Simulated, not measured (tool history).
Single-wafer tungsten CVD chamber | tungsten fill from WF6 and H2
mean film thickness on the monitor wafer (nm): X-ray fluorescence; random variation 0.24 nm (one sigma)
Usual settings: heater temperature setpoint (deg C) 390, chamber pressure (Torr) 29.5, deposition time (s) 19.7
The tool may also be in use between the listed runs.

run	hour	heater temperature setpoint (deg C)	chamber pressure (Torr)	deposition time (s)	wafers since the last listed run	hours since the last thermocouple change	hours since the last manometer calibration	hours since the showerhead was replaced	hours since the gauge calibration	read-back reference wafer on the same gauge, thickness_nm	mean film thickness on the monitor wafer (nm)
1	0.0	390	29.5	19.7	0	1653.0	487.1	8565.8	209.0	42.526	56.617
2	25.7	390	29.5	19.7	646	1678.7	512.8	8591.5	234.7	42.477	56.150
3	53.6	390	29.5	19.7	701	1706.6	540.7	8619.4	262.6	42.474	56.715
4	70.5	390	29.5	19.7	424	1723.5	557.6	8636.3	279.5	42.496	56.301
5	89.6	390	29.5	19.7	480	1742.6	576.7	8655.4	298.6	42.580	55.871
6	119.4	390	29.5	19.7	749	1772.4	606.5	8685.2	328.4	42.537	55.897
7	137.6	390	29.5	19.7	457	1790.6	624.7	8703.4	346.6	42.577	56.895
8	153.6	390	29.5	19.7	402	1806.6	640.7	8719.4	362.6	42.513	56.993
9	174.7	390	29.5	19.7	530	1827.7	661.8	8740.5	383.7	42.556	56.912
10	208.0	390	29.5	19.7	837	1861.0	695.1	8773.8	417.0	42.503	56.311
11	228.7	390	29.5	19.7	520	1881.7	715.8	8794.5	437.7	42.495	56.412
# hour 249.8: showerhead replaced
# hour 287.0: thermocouple changed; heater temperature recalibrated
12	320.1	390	29.5	19.7	1895	33.1	807.2	70.3	529.1	42.533	49.500
13	350.2	390	29.5	19.7	756	63.2	837.3	100.4	559.2	42.497	49.252
14	367.6	390	29.5	19.7	437	80.6	854.7	117.8	576.6	42.507	49.670
# hour 383.1: capacitance manometer re-zeroed and calibrated
15	389.6	398	29.5	19.7	351	102.6	6.5	139.8	598.6	42.476	59.098
16	422.8	390	34.3	20.8	834	135.8	39.7	173.0	631.8	42.477	56.778
17	444.8	401	35.1	22.3	553	157.8	61.7	195.0	653.8	42.512	78.186
18	474.6	390	29.5	17.8	749	187.6	91.5	224.8	683.6	42.470	45.747
# hour 474.9: gauge calibrated
19	487.9	390	29.5	19.7	334	200.9	104.8	238.1	13.0	42.585	50.291
20	510.2	390	29.5	19.7	560	223.2	127.1	260.4	35.3	42.467	51.007
21	543.7	401	35.1	22.3	842	256.7	160.6	293.9	68.8	42.459	79.389
22	555.8	403	26.0	23.4	304	268.8	172.7	306.0	80.9	42.440	75.537
23	567.8	390	29.5	16.9	301	280.8	184.7	318.0	92.9	42.560	43.703
24	589.9	390	29.5	23.0	555	302.9	206.8	340.1	115.0	42.481	59.961
25	676.0	384	23.4	21.2	2164	389.0	292.9	426.2	201.1	42.496	44.555
26	692.1	376	34.9	22.8	404	405.1	309.0	442.3	217.2	42.511	47.165
27	707.6	400	33.8	23.2	389	420.6	324.5	457.8	232.7	42.494	81.157
28	731.5	404	31.9	21.6	600	444.5	348.4	481.7	256.6	42.501	80.181
29	766.6	390	29.5	21.2	882	479.6	383.5	516.8	291.7	42.546	56.816
30	797.7	390	29.5	19.7	781	510.7	414.6	547.9	322.8	42.509	52.628

Forecast each of these 5 alternatives for the next run:
A	798.1	390	29.5	19.7	10	511.1	415.0	548.3	323.2	?	?
B	798.1	377	34.0	22.7	10	511.1	415.0	548.3	323.2	?	?
C	798.1	395	33.8	19.7	10	511.1	415.0	548.3	323.2	?	?
D	798.1	386	29.5	17.2	10	511.1	415.0	548.3	323.2	?	?
E	798.1	379	23.0	17.0	10	511.1	415.0	548.3	323.2	?	?

run	read-back reference wafer on the same gauge, thickness_nm	mean film thickness on the monitor wafer (nm)
A	42.478	52.443
B	42.478	48.082
C	42.478	61.943
D	42.478	41.944
E	42.478	31.732
Without the tool's hidden state the same runs would have given:
run	mean film thickness on the monitor wafer (nm)
A	48.874
B	44.544
C	57.795
D	38.986
E	29.422

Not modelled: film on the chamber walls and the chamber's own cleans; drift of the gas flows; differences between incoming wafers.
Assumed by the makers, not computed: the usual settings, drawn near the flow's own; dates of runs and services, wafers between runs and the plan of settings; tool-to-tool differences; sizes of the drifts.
